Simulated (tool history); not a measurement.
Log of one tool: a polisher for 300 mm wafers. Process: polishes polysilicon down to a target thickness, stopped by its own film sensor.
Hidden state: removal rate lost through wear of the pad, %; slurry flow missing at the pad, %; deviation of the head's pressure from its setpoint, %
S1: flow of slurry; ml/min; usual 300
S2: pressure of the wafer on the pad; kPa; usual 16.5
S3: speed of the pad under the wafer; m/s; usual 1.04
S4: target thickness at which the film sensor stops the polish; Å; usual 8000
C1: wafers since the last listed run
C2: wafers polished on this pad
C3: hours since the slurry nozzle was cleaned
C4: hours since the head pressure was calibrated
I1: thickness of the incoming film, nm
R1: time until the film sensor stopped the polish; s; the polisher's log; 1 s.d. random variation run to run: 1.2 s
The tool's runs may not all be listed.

run 1 hour=0 | S1=300 S2=13.8 S3=1.04 S4=8000 | C1=0 C2=191 C3=217.6 C4=528.6 | I1=1242.7 | R1=82.2
run 2 hour=15.4 | S1=300 S2=16.5 S3=0.82 S4=8000 | C1=172 C2=363 C3=233 C4=544 | I1=1221.2 | R1=81.1
run 3 hour=27.8 | S1=300 S2=16.5 S3=1.04 S4=8000 | C1=138 C2=502 C3=245.4 C4=556.4 | I1=1243.6 | R1=69.7
run 4 hour=48.1 | S1=300 S2=16.5 S3=1.04 S4=8000 | C1=226 C2=728 C3=265.7 C4=576.7 | I1=1229.9 | R1=68.2
run 5 hour=68 | S1=300 S2=16.5 S3=1.04 S4=8000 | C1=222 C2=951 C3=285.6 C4=596.6 | I1=1264.2 | R1=71.9
run 6 hour=82.9 | S1=300 S2=16.5 S3=1.18 S4=8000 | C1=166 C2=1117 C3=300.5 C4=611.5 | I1=1235.2 | R1=59.2
run 7 hour=114.1 | S1=300 S2=16.5 S3=1.04 S4=8000 | C1=348 C2=1466 C3=331.7 C4=642.7 | I1=1227.9 | R1=65.4
run 8 hour=139.2 | S1=300 S2=16.5 S3=1.04 S4=8000 | C1=280 C2=1746 C3=356.8 C4=667.8 | I1=1228.4 | R1=66.3
run 9 hour=165.2 | S1=300 S2=16.5 S3=1.04 S4=8000 | C1=290 C2=2036 C3=382.8 C4=693.8 | I1=1247.7 | R1=68.7
-- hour=183 worn pad replaced by a new one
run 10 hour=183.9 | S1=300 S2=16.5 S3=1.04 S4=8000 | C1=164 C2=9 C3=401.5 C4=712.5 | I1=1228.3 | R1=66.9
run 11 hour=213.9 | S1=300 S2=16.5 S3=1.04 S4=8000 | C1=335 C2=344 C3=431.5 C4=742.5 | I1=1260.4 | R1=72
-- hour=242 head pressure recalibrated
run 12 hour=269.7 | S1=300 S2=16.5 S3=1.04 S4=8000 | C1=600 C2=945 C3=487.3 C4=27.7 | I1=1249.2 | R1=63.2
run 13 hour=285.4 | S1=300 S2=16.5 S3=1.04 S4=8000 | C1=175 C2=1121 C3=503 C4=43.4 | I1=1249.3 | R1=62.5
run 14 hour=306.6 | S1=300 S2=16.5 S3=1.04 S4=8000 | C1=236 C2=1357 C3=524.2 C4=64.6 | I1=1225.7 | R1=60.4
run 15 hour=328.9 | S1=300 S2=16.5 S3=1.04 S4=8000 | C1=249 C2=1606 C3=546.5 C4=86.9 | I1=1259.5 | R1=64.3
run 16 hour=351.8 | S1=300 S2=16.5 S3=0.96 S4=8000 | C1=255 C2=1862 C3=569.4 C4=109.8 | I1=1218.9 | R1=62.2
run 17 hour=380.4 | S1=300 S2=16.5 S3=0.74 S4=9110 | C1=319 C2=2182 C3=598 C4=138.4 | I1=1244.3 | R1=63.9
-- hour=382.9 head pressure recalibrated, repeated, since the last time left the tool worse
run 18 hour=396.3 | S1=300 S2=22.1 S3=1.18 S4=8000 | C1=155 C2=2337 C3=613.9 C4=13.4 | I1=1264.3 | R1=50.9
-- hour=400.7 worn pad replaced by a new one
-- hour=426.5 slurry nozzle cleaned
run 19 hour=429.7 | S1=265 S2=11.7 S3=1.26 S4=7200 | C1=317 C2=313 C3=3.2 C4=46.8 | I1=1241.3 | R1=104.6
run 20 hour=457.2 | S1=350 S2=15.2 S3=1.2 S4=6680 | C1=307 C2=620 C3=30.7 C4=74.3 | I1=1240.4 | R1=87.5
run 21 hour=492.2 | S1=300 S2=16.5 S3=1.04 S4=8000 | C1=390 C2=1011 C3=65.7 C4=109.3 | I1=1253.1 | R1=74
run 22 hour=516.7 | S1=300 S2=13.8 S3=1.04 S4=8000 | C1=273 C2=1284 C3=90.2 C4=133.8 | I1=1238.1 | R1=85.5
run 23 hour=535 | S1=300 S2=16.5 S3=0.96 S4=8000 | C1=204 C2=1489 C3=108.5 C4=152.1 | I1=1256.6 | R1=79.5
run 24 hour=558.1 | S1=300 S2=16.5 S3=1.04 S4=8000 | C1=258 C2=1747 C3=131.6 C4=175.2 | I1=1221.3 | R1=67.6
run 25 hour=576.6 | S1=300 S2=14.5 S3=1.2 S4=8000 | C1=206 C2=1953 C3=150.1 C4=193.7 | I1=1236.1 | R1=72.8
-- hour=628 worn pad replaced by a new one
run 26 hour=633.9 | S1=300 S2=13.1 S3=1.04 S4=8000 | C1=595 C2=66 C3=207.4 C4=251 | I1=1242.5 | R1=91.5
run 27 hour=657.6 | S1=300 S2=16.5 S3=0.72 S4=6620 | C1=264 C2=331 C3=231.1 C4=274.7 | I1=1240.7 | R1=125.4
run 28 hour=676.9 | S1=255 S2=20 S3=1.04 S4=8000 | C1=215 C2=546 C3=250.4 C4=294 | I1=1241 | R1=58.5
run 29 hour=709.5 | S1=385 S2=13.1 S3=1.04 S4=8830 | C1=364 C2=910 C3=283 C4=326.6 | I1=1237.2 | R1=68.7
run 30 hour=724.1 | S1=225 S2=16.5 S3=1.38 S4=7110 | C1=163 C2=1073 C3=297.6 C4=341.2 | I1=1248.3 | R1=68.8
run 31 hour=743.1 | S1=300 S2=16.5 S3=1.04 S4=8000 | C1=212 C2=1286 C3=316.6 C4=360.2 | I1=1229.3 | R1=66.8
run 32 hour=827.7 | S1=240 S2=16.5 S3=1.18 S4=8000 | C1=944 C2=2231 C3=401.2 C4=444.8 | I1=1248.9 | R1=64.6
-- hour=837.4 worn pad replaced by a new one
run 33 hour=859.8 | S1=225 S2=18.6 S3=0.78 S4=8000 | C1=313 C2=250 C3=433.3 C4=476.9 | I1=1245.1 | R1=84.1
run 34 hour=873.3 | S1=400 S2=17.9 S3=1.04 S4=8000 | C1=150 C2=401 C3=446.8 C4=490.4 | I1=1243.7 | R1=63
run 35 hour=906.4 | S1=230 S2=13.8 S3=1.3 S4=9360 | C1=369 C2=771 C3=479.9 C4=523.5 | I1=1233.3 | R1=47.2
run 36 hour=931.5 | S1=300 S2=16.5 S3=1.04 S4=8000 | C1=280 C2=1051 C3=505 C4=548.6 | I1=1237.5 | R1=67.4
run 37 hour=960.5 | S1=250 S2=21.4 S3=1.04 S4=7060 | C1=323 C2=1375 C3=534 C4=577.6 | I1=1220.2 | R1=62.7

Results per run with the tool's hidden condition removed, run-to-run variation unchanged:
run=1 R1=84.9
run=2 R1=84
run=3 R1=72.4
run=4 R1=71.1
run=5 R1=75.3
run=6 R1=62.2
run=7 R1=69
run=8 R1=70.4
run=9 R1=73.4
run=10 R1=71.7
run=11 R1=77.7
run=12 R1=72.8
run=13 R1=72.1
run=14 R1=69.7
run=15 R1=74.2
run=16 R1=71.8
run=17 R1=73.9
run=18 R1=51
run=19 R1=104.8
run=20 R1=87.7
run=21 R1=74.2
run=22 R1=85.8
run=23 R1=79.9
run=24 R1=68.1
run=25 R1=73.4
run=26 R1=92.5
run=27 R1=127.1
run=28 R1=59.4
run=29 R1=70.1
run=30 R1=70.3
run=31 R1=68.3
run=32 R1=66.8
run=33 R1=87.4
run=34 R1=65.7
run=35 R1=49.4
run=36 R1=70.9
run=37 R1=66.3
